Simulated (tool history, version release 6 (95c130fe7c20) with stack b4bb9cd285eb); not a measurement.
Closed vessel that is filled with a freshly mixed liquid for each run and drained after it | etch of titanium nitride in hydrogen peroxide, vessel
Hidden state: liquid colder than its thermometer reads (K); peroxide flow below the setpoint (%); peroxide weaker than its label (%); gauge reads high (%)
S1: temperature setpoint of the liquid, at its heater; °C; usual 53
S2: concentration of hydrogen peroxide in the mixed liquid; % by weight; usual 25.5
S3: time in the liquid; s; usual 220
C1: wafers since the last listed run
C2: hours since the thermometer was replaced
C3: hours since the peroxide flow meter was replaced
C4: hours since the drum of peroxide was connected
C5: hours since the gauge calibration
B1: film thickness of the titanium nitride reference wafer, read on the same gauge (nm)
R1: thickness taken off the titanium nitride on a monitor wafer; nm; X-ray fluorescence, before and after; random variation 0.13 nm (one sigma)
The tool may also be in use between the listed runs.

run    hour    S1    S2   S3    C1      C2      C3      C4      C5     B1     R1
  1       0  59.5  25.5  220     0   975.8  1088.9   711.5   292.6  90.03  36.34
  2    71.4    53  19.5  220  7389  1047.2  1160.3   782.9     364  90.01  21.98
  3   131.7    53  19.5  220  6240  1107.5  1220.6   843.2   424.3  90.01  21.85
  4   163.1    53  25.5  220  3249  1138.9    1252   874.6   455.7     90  22.93
  5   200.5    53  25.5  220  3870  1176.3  1289.4     912   493.1  89.98  23.16
  6   225.1    53  25.5  220  2545  1200.9    1314   936.6   517.7  89.97   23.1
        236  -- thermometer replaced
  7   259.6    53  25.5  220  3466    23.6  1348.5   971.1   552.2  89.99  23.03
  8   305.4    50  25.5  190  4739    69.4  1394.3  1016.9     598  90.01  16.04
  9   371.7    50  25.5  190  6861   135.7  1460.6  1083.2   664.3     90  16.18
 10     405    50  25.5  190  3446     169  1493.9  1116.5   697.6  89.99  16.15
 11   469.9    53  25.5  290  6716   233.9  1558.8  1181.4   762.5  90.03  30.76
 12     536    53  25.5  290  6840     300  1624.9  1247.5   828.6  90.01   30.3
 13   599.8    53  25.5  290  6602   363.8  1688.7  1311.3   892.4  90.01   30.3
 14   644.2    53  25.5  220  4595   408.2  1733.1  1355.7   936.8  89.99  23.25
 15   677.6  50.5  25.5  220  3456   441.6  1766.5  1389.1   970.2  89.99   19.4
 16   730.2    53  25.5  220  5443   494.2  1819.1  1441.7  1022.8     90  23.35
      762.3  -- gauge calibrated
      781.6  -- peroxide flow meter replaced
 17   782.1  58.5  28.5  220  5267   546.1     0.5  1493.6    19.8     90  34.71
 18   846.1    53  25.5  145  6623   610.1    64.5  1557.6    83.8  90.03  15.28
 19   909.2    53  25.5  220  6530   673.2   127.6  1620.7   146.9  89.99  23.01
 20   941.7    46    30  220  3363   705.7   160.1  1653.2   179.4  89.99  14.31
      956.6  -- new drum of peroxide connected
 21  1008.1    53    30  135  6768   772.1   226.5    51.5   245.8  90.03  14.76

The next listed run, before its measurement:
 22  1064.5  53  19.5  110  5836  828.5  282.9  107.9  302.2   ?   ?

{"run 22": {"B1": 90.01, "R1": 10.88}}
Without the tool's hidden state the same run would have given R1 10.88 nm.

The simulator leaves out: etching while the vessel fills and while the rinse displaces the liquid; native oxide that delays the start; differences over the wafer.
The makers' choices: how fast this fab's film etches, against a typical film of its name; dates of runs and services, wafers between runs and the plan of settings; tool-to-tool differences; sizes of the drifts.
